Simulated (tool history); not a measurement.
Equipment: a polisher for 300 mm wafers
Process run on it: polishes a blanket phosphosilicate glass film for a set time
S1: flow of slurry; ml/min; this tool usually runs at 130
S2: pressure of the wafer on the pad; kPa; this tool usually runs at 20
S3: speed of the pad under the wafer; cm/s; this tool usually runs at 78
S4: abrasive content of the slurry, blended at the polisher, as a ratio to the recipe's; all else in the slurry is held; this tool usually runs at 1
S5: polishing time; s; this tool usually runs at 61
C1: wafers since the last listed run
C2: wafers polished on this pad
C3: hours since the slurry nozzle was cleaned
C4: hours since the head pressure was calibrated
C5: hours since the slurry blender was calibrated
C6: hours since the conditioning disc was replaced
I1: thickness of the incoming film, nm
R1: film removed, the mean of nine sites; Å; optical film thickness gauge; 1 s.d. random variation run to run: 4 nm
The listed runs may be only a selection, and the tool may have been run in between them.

run	day	S1	S2	S3	S4	S5	C1	C2	C3	C4	C5	C6	I1	R1
1	0	130	20	78	1	61	0	1052	569.4	111.6	164.8	37.6	1867.1	2919
2	0.283	130	20	78	1	61	76	1128	576.2	118.4	171.6	44.4	1878.1	2882
# day 1.367: worn pad replaced by a new one
3	1.45	130	21.4	78	1	61	268	21	604.2	146.4	199.6	72.4	1865.2	3000
4	1.754	175	20	78	0.9	61	81	103	611.5	153.7	206.9	79.7	1867.2	2959
5	2.362	130	20	78	1.1	51	163	266	626.1	168.3	221.5	94.3	1867.9	2416
6	3.05	130	20	78	1	61	184	451	642.6	184.8	238	110.8	1865.9	2731
7	3.592	130	20	78	1	61	145	596	655.6	197.8	251	123.8	1894.5	2689
8	4.108	130	20	102	1	77	138	735	668	210.2	263.4	136.2	1908.2	4207
# day 4.612: slurry nozzle cleaned
9	4.742	130	20	78	1.1	61	158	894	3.1	225.4	278.6	151.4	1892	3164
10	5.25	130	20	78	1	61	136	1031	15.3	237.6	290.8	163.6	1884.5	3028
11	5.842	130	20	58	1	61	158	1189	29.5	251.8	305	177.8	1842.8	2415
12	6.092	130	20	78	1	61	67	1257	35.5	257.8	311	183.8	1893	2988
13	6.392	120	23.4	100	1	61	80	1337	42.7	265	318.2	191	1845.6	4141
# day 7.012: worn pad replaced by a new one
# day 7.154: slurry blender recalibrated
14	7.175	85	26.2	102	1	51	143	20	61.5	283.8	0.5	209.8	1828.3	3458
15	7.696	130	20	100	1.1	61	139	160	74	296.3	13	222.3	1859.5	3643
16	8.254	130	20	86	0.85	53	149	310	87.4	309.7	26.4	235.7	1867.1	2598
17	8.612	130	20	98	1.15	56	96	406	96	318.3	35	244.3	1867.2	3297
18	8.904	130	13.8	78	1.25	61	78	485	103	325.3	42	251.3	1852.3	2256
19	9.375	130	16.5	78	1.3	51	126	611	114.3	336.6	53.3	262.6	1866.8	2270
20	9.625	165	20	58	1	61	67	678	120.3	342.6	59.3	268.6	1883.6	2423
21	10.146	130	23.4	90	1	47	139	818	132.8	355.1	71.8	281.1	1854.8	2835
22	10.654	115	20	78	1	61	136	954	145	367.3	84	293.3	1884.6	2845
23	11.133	130	20	78	1	78	128	1083	156.5	378.8	95.5	304.8	1882.3	3660
24	11.642	130	20	78	1	61	136	1220	168.7	391	107.7	317	1893.4	2844
25	12.242	130	20	78	1	61	161	1381	183.1	405.4	122.1	331.4	1880.3	2868
# day 12.675: worn pad replaced by a new one
26	12.85	130	20	86	1	67	118	47	197.7	420	136.7	346	1894.9	3356
27	13.225	95	20	78	1	61	100	147	206.7	429	145.7	355	1831	2566

Branching from run 27: 3 alternative next runs. What would each branch give?
A	13.242	130	20	78	1	61	4	152	207.1	429.4	146.1	355.4	1850.6	?
B	13.242	130	20	78	1	80	4	152	207.1	429.4	146.1	355.4	1850.6	?
C	13.242	130	17.2	98	1	47	4	152	207.1	429.4	146.1	355.4	1850.6	?

run	R1
A	2849
B	3737
C	2255
What these runs would have given with no unlogged condition in the tool:
run	R1
A	3219
B	4222
C	2566
